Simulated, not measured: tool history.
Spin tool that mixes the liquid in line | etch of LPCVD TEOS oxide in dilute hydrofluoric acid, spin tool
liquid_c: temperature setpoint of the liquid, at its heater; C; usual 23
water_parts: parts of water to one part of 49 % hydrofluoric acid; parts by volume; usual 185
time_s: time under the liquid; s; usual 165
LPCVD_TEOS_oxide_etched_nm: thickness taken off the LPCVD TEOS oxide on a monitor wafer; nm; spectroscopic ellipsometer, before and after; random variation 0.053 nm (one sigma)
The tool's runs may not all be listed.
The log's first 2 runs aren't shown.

| run | hour | liquid_c | water_parts | time_s | wafers since the last listed run | hours since the thermometer was replaced | hours since the hydrofluoric acid flow meter was replaced | hours since the gauge calibration | read-back film thickness of the LPCVD TEOS oxide reference wafer, read on the same gauge (nm) | LPCVD_TEOS_oxide_etched_nm |
|---|---|---|---|---|---|---|---|---|---|---|
|  | 39.3 | thermometer replaced |
| 3 | 68.6 | 23 | 185 | 165 | 391 | 29.3 | 1743.8 | 702.5 | 140 | 13.67 |
| 4 | 81.8 | 26.5 | 185 | 165 | 135 | 42.5 | 1757 | 715.7 | 140.02 | 15.52 |
| 5 | 111.1 | 26.5 | 185 | 165 | 300 | 71.8 | 1786.3 | 745 | 140.01 | 15.52 |
| 6 | 133.8 | 23 | 185 | 165 | 233 | 94.5 | 1809 | 767.7 | 140.03 | 13.59 |
| 7 | 148 | 23 | 185 | 165 | 145 | 108.7 | 1823.2 | 781.9 | 140 | 13.67 |
| 8 | 166.6 | 23 | 185 | 165 | 190 | 127.3 | 1841.8 | 800.5 | 139.97 | 13.64 |
|  | 168.9 | hydrofluoric acid flow meter replaced |
| 9 | 184.1 | 23 | 185 | 125 | 169 | 144.8 | 15.2 | 818 | 140.01 | 10.85 |
| 10 | 215.7 | 23 | 185 | 125 | 324 | 176.4 | 46.8 | 849.6 | 139.95 | 10.85 |
| 11 | 248.1 | 23 | 185 | 125 | 332 | 208.8 | 79.2 | 882 | 140.01 | 10.85 |
| 12 | 261.1 | 20 | 185 | 200 | 133 | 221.8 | 92.2 | 895 | 139.99 | 15.48 |
|  | 271.1 | gauge calibrated |
| 13 | 285.6 | 18 | 185 | 105 | 251 | 246.3 | 116.7 | 14.5 | 140.02 | 7.51 |
| 14 | 317.3 | 23 | 185 | 165 | 325 | 278 | 148.4 | 46.2 | 139.96 | 14.27 |
| 15 | 336.4 | 23 | 185 | 165 | 196 | 297.1 | 167.5 | 65.3 | 140.03 | 14.38 |
| 16 | 368.7 | 28 | 185 | 165 | 331 | 329.4 | 199.8 | 97.6 | 140.01 | 17.2 |
| 17 | 394 | 23 | 135 | 195 | 259 | 354.7 | 225.1 | 122.9 | 140.01 | 24.63 |
| 18 | 406.3 | 23 | 185 | 165 | 126 | 367 | 237.4 | 135.2 | 140 | 14.36 |
| 19 | 430.5 | 20 | 185 | 200 | 248 | 391.2 | 261.6 | 159.4 | 140.02 | 15.5 |
| 20 | 463.7 | 23 | 260 | 165 | 340 | 424.4 | 294.8 | 192.6 | 140 | 9.41 |
| 21 | 490.5 | 21 | 185 | 75 | 275 | 451.2 | 321.6 | 219.4 | 139.98 | 5.99 |
| 22 | 519 | 23 | 185 | 165 | 292 | 479.7 | 350.1 | 247.9 | 140 | 14.24 |
| 23 | 532 | 25.5 | 185 | 165 | 133 | 492.7 | 363.1 | 260.9 | 140.01 | 15.65 |
| 24 | 561.3 | 26.5 | 230 | 165 | 300 | 522 | 392.4 | 290.2 | 140.04 | 12.37 |

Run 25 comes next. What will it give?
| 25 | 582.1 | 24.5 | 185 | 195 | 213 | 542.8 | 413.2 | 311 | ? | ? |

{"run 25": {"read-back film thickness of the LPCVD TEOS oxide reference wafer, read on the same gauge (nm)": 140.01, "LPCVD_TEOS_oxide_etched_nm": 17.7}}
Without the tool's hidden state the same run would have given LPCVD_TEOS_oxide_etched_nm 18.02 nm.
